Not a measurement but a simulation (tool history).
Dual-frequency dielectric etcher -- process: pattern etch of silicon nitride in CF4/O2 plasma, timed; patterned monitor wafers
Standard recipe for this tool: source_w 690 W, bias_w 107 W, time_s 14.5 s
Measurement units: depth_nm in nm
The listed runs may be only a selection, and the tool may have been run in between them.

run	hour	source_w	bias_w	time_s	wafers since the last listed run	hours since the last wet clean	hours since the last source power generator calibration	hours since the last bias power generator calibration	hours since the last upper electrode change	hours since the gauge calibration	read-back reference wafer on the same gauge, depth_nm	depth_nm
1	0	690	107	14.5	0	306.5	4105.7	3243	4102.4	188.9	32.09	31.85
2	6.1	690	107	14.5	79	312.6	4111.8	3249.1	4108.5	195	32.09	31.9
3	18.6	690	107	14.5	161	325.1	4124.3	3261.6	4121	207.5	32.1	31.75
4	28.7	690	107	14.5	130	335.2	4134.4	3271.7	4131.1	217.6	32.1	31.71
5	34.7	690	107	14.5	77	341.2	4140.4	3277.7	4137.1	223.6	32.12	31.86
6	52.2	690	107	14.5	226	358.7	4157.9	3295.2	4154.6	241.1	32.08	31.77
7	68.6	690	107	14.5	212	375.1	4174.3	3311.6	4171	257.5	32.09	31.81
# hour 93.2: upper electrode replaced, of another model than before
8	93.7	690	107	14.5	14	400.2	4199.4	3336.7	0.5	282.6	32.1	31.6
9	94.1	690	107	14.5	5	400.6	4199.8	3337.1	0.9	283	32.1	31.65
10	103.4	690	107	14.5	120	409.9	4209.1	3346.4	10.2	292.3	32.11	31.5
11	113.3	690	107	14.5	128	419.8	4219	3356.3	20.1	302.2	32.1	31.72
12	121.3	690	107	14.5	103	427.8	4227	3364.3	28.1	310.2	32.12	31.65
# hour 135.9: source power generator calibrated
13	138.7	690	107	14.5	173	445.2	2.8	3381.7	45.5	327.6	32.11	31.69
# hour 146.1: gauge calibrated
14	147.9	690	107	14.5	119	454.4	12	3390.9	54.7	1.8	32.1	31.65
15	159.8	830	81	14.5	154	466.3	23.9	3402.8	66.6	13.7	32.1	34.04
16	176.8	760	107	14.5	220	483.3	40.9	3419.8	83.6	30.7	32.1	34.08
# hour 207.5: wet clean of the chamber
17	208	690	107	17	93	0.5	72.1	3451	114.8	61.9	32.1	38
18	208.3	690	107	13	3	0.8	72.4	3451.3	115.1	62.2	32.09	29.1
19	208.6	690	107	14.5	3	1.1	72.7	3451.6	115.4	62.5	32.1	32.43
20	218.7	690	107	14.5	130	11.2	82.8	3461.7	125.5	72.6	32.1	32.45
21	226.8	690	107	14.5	104	19.3	90.9	3469.8	133.6	80.7	32.1	32.3
# hour 232.3: bias power generator calibrated
22	232.9	550	107	11	27	25.4	97	0.6	139.7	86.8	32.11	20.7
23	239	550	107	11	79	31.5	103.1	6.7	145.8	92.9	32.11	20.65
24	249.7	800	125	18.5	138	42.2	113.8	17.4	156.5	103.6	32.1	48.25
25	256.1	690	107	14.5	82	48.6	120.2	23.8	162.9	110	32.09	32.49
26	269.5	690	107	16.5	173	62	133.6	37.2	176.3	123.4	32.12	36.76
27	277.1	690	107	11	98	69.6	141.2	44.8	183.9	131	32.09	24.55
28	290.6	830	107	16.5	174	83.1	154.7	58.3	197.4	144.5	32.09	42.65
29	298.7	690	107	14.5	104	91.2	162.8	66.4	205.5	152.6	32.1	32.26
30	306.4	620	134	10	99	98.9	170.5	74.1	213.2	160.3	32.11	21.84

Branching from run 30: 4 alternative next runs. What would each branch give?
A	306.8	690	107	14.5	5	99.3	170.9	74.5	213.6	160.7	?	?
B	306.8	640	89	13	5	99.3	170.9	74.5	213.6	160.7	?	?
C	306.8	560	107	14.5	5	99.3	170.9	74.5	213.6	160.7	?	?
D	306.8	640	107	14.5	5	99.3	170.9	74.5	213.6	160.7	?	?

run	read-back reference wafer on the same gauge, depth_nm	depth_nm
A	32.11	32.38
B	32.11	26.07
C	32.11	27.61
D	32.11	30.56
Without the tool's unlogged condition, the same runs would have read:
run	depth_nm
A	32.45
B	26.12
C	27.67
D	30.62
